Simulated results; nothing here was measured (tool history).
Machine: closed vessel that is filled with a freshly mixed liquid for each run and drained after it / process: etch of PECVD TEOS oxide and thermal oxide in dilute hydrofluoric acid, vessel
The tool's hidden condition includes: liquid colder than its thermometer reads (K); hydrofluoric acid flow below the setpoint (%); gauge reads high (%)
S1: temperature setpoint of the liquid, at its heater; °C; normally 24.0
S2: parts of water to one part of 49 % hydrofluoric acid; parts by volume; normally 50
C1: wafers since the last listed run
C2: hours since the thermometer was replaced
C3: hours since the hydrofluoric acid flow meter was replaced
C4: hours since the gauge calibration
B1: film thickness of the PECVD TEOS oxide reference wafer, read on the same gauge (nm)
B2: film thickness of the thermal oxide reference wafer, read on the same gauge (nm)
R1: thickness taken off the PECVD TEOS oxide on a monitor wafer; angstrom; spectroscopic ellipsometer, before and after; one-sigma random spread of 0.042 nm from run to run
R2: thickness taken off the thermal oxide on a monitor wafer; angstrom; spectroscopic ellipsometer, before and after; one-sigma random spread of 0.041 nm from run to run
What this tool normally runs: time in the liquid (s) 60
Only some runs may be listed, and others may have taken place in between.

{"run": 1, "day": 0.0, "S1": 24.0, "S2": 50, "time in the liquid (s)": 60, "C1": 0, "C2": 593.8, "C3": 833.7, "C4": 1660.5, "B1": 139.98, "B2": 79.97, "R1": 113.5, "R2": 64.0}
{"run": 2, "day": 3.462, "S1": 24.0, "S2": 50, "time in the liquid (s)": 60, "C1": 6565, "C2": 676.9, "C3": 916.8, "C4": 1743.6, "B1": 140.01, "B2": 80.03, "R1": 114.3, "R2": 63.3}
{"run": 3, "day": 5.367, "S1": 24.0, "S2": 50, "time in the liquid (s)": 60, "C1": 3610, "C2": 722.6, "C3": 962.5, "C4": 1789.3, "B1": 140.02, "B2": 80.0, "R1": 114.7, "R2": 64.0}
{"run": 4, "day": 9.6, "S1": 24.0, "S2": 50, "time in the liquid (s)": 60, "C1": 8026, "C2": 824.2, "C3": 1064.1, "C4": 1890.9, "B1": 140.01, "B2": 79.98, "R1": 113.9, "R2": 64.6}
{"day": 9.746, "done": "gauge calibrated"}
{"run": 5, "day": 11.221, "S1": 24.0, "S2": 50, "time in the liquid (s)": 60, "C1": 3073, "C2": 863.1, "C3": 1103.0, "C4": 35.4, "B1": 140.01, "B2": 80.02, "R1": 113.2, "R2": 63.5}
{"run": 6, "day": 14.571, "S1": 24.0, "S2": 50, "time in the liquid (s)": 60, "C1": 6352, "C2": 943.5, "C3": 1183.4, "C4": 115.8, "B1": 140.04, "B2": 80.03, "R1": 113.9, "R2": 63.3}
{"run": 7, "day": 17.492, "S1": 24.0, "S2": 50, "time in the liquid (s)": 60, "C1": 5538, "C2": 1013.6, "C3": 1253.5, "C4": 185.9, "B1": 140.01, "B2": 80.01, "R1": 113.7, "R2": 63.0}
{"run": 8, "day": 21.158, "S1": 24.0, "S2": 50, "time in the liquid (s)": 60, "C1": 6952, "C2": 1101.6, "C3": 1341.5, "C4": 273.9, "B1": 140.01, "B2": 80.01, "R1": 114.4, "R2": 63.6}
{"day": 24.004, "done": "thermometer replaced"}
{"run": 9, "day": 25.154, "S1": 24.0, "S2": 50, "time in the liquid (s)": 60, "C1": 7497, "C2": 27.6, "C3": 1437.4, "C4": 369.8, "B1": 139.95, "B2": 80.03, "R1": 113.3, "R2": 63.2}
{"run": 10, "day": 28.821, "S1": 24.0, "S2": 50, "time in the liquid (s)": 60, "C1": 6952, "C2": 115.6, "C3": 1525.4, "C4": 457.8, "B1": 139.98, "B2": 79.97, "R1": 113.8, "R2": 64.1}
{"run": 11, "day": 32.154, "S1": 28.0, "S2": 40, "time in the liquid (s)": 95, "C1": 6320, "C2": 195.6, "C3": 1605.4, "C4": 537.8, "B1": 139.98, "B2": 80.0, "R1": 268.2, "R2": 149.8}
{"day": 33.138, "done": "hydrofluoric acid flow meter replaced"}
{"run": 12, "day": 36.508, "S1": 22.5, "S2": 60, "time in the liquid (s)": 75, "C1": 8177, "C2": 300.1, "C3": 80.9, "C4": 642.3, "B1": 139.97, "B2": 80.0, "R1": 109.8, "R2": 61.6}
{"run": 13, "day": 38.404, "S1": 24.0, "S2": 70, "time in the liquid (s)": 60, "C1": 3594, "C2": 345.6, "C3": 126.4, "C4": 687.8, "B1": 140.03, "B2": 79.99, "R1": 79.0, "R2": 43.8}
{"run": 14, "day": 40.621, "S1": 26.0, "S2": 65, "time in the liquid (s)": 60, "C1": 4203, "C2": 398.8, "C3": 179.6, "C4": 741.0, "B1": 139.98, "B2": 80.02, "R1": 93.2, "R2": 52.6}
{"run": 15, "day": 44.196, "S1": 24.0, "S2": 50, "time in the liquid (s)": 60, "C1": 6778, "C2": 484.6, "C3": 265.4, "C4": 826.8, "B1": 139.95, "B2": 80.01, "R1": 113.9, "R2": 64.0}
{"run": 16, "day": 48.517, "S1": 24.0, "S2": 50, "time in the liquid (s)": 80, "C1": 8192, "C2": 588.3, "C3": 369.1, "C4": 930.5, "B1": 140.0, "B2": 79.97, "R1": 151.5, "R2": 85.5}
{"run": 17, "day": 52.788, "S1": 21.0, "S2": 65, "time in the liquid (s)": 40, "C1": 8098, "C2": 690.8, "C3": 471.6, "C4": 1033.0, "B1": 140.03, "B2": 79.99, "R1": 50.6, "R2": 28.1}
{"run": 18, "day": 56.542, "S1": 24.0, "S2": 50, "time in the liquid (s)": 60, "C1": 7118, "C2": 780.9, "C3": 561.7, "C4": 1123.1, "B1": 140.0, "B2": 80.0, "R1": 113.9, "R2": 64.1}
{"run": 19, "day": 58.367, "S1": 20.5, "S2": 50, "time in the liquid (s)": 50, "C1": 3460, "C2": 824.7, "C3": 605.5, "C4": 1166.9, "B1": 140.02, "B2": 79.98, "R1": 82.2, "R2": 45.8}
{"run": 20, "day": 60.267, "S1": 24.0, "S2": 70, "time in the liquid (s)": 60, "C1": 3602, "C2": 870.3, "C3": 651.1, "C4": 1212.5, "B1": 139.98, "B2": 80.01, "R1": 79.1, "R2": 44.1}
{"run": 21, "day": 62.158, "S1": 22.0, "S2": 50, "time in the liquid (s)": 40, "C1": 3586, "C2": 915.7, "C3": 696.5, "C4": 1257.9, "B1": 139.99, "B2": 80.03, "R1": 69.8, "R2": 39.1}
{"run": 22, "day": 67.462, "S1": 22.0, "S2": 30, "time in the liquid (s)": 90, "C1": 10057, "C2": 1043.0, "C3": 823.8, "C4": 1385.2, "B1": 139.96, "B2": 80.01, "R1": 267.5, "R2": 151.9}
{"run": 23, "day": 70.246, "S1": 19.5, "S2": 70, "time in the liquid (s)": 60, "C1": 5277, "C2": 1109.8, "C3": 890.6, "C4": 1452.0, "B1": 140.0, "B2": 79.95, "R1": 65.9, "R2": 36.7}

Run 24, settings as shown, results not yet in. Your forecast:
{"day": 72.588, "done": "thermometer replaced"}
{"run": 24, "day": 74.462, "S1": 24.0, "S2": 50, "time in the liquid (s)": 60, "C1": 7916, "C2": 45.0, "C3": 991.8, "C4": 1553.2, "B1": "?", "B2": "?", "R1": "?", "R2": "?"}

B1: 139.99
B2: 80.01
R1: 114.3 angstrom
R2: 63.5 angstrom
Take away the tool's hidden state, keep the run-to-run variation as it was, and the same run would have given R1 114.3 angstrom, R2 63.5 angstrom.

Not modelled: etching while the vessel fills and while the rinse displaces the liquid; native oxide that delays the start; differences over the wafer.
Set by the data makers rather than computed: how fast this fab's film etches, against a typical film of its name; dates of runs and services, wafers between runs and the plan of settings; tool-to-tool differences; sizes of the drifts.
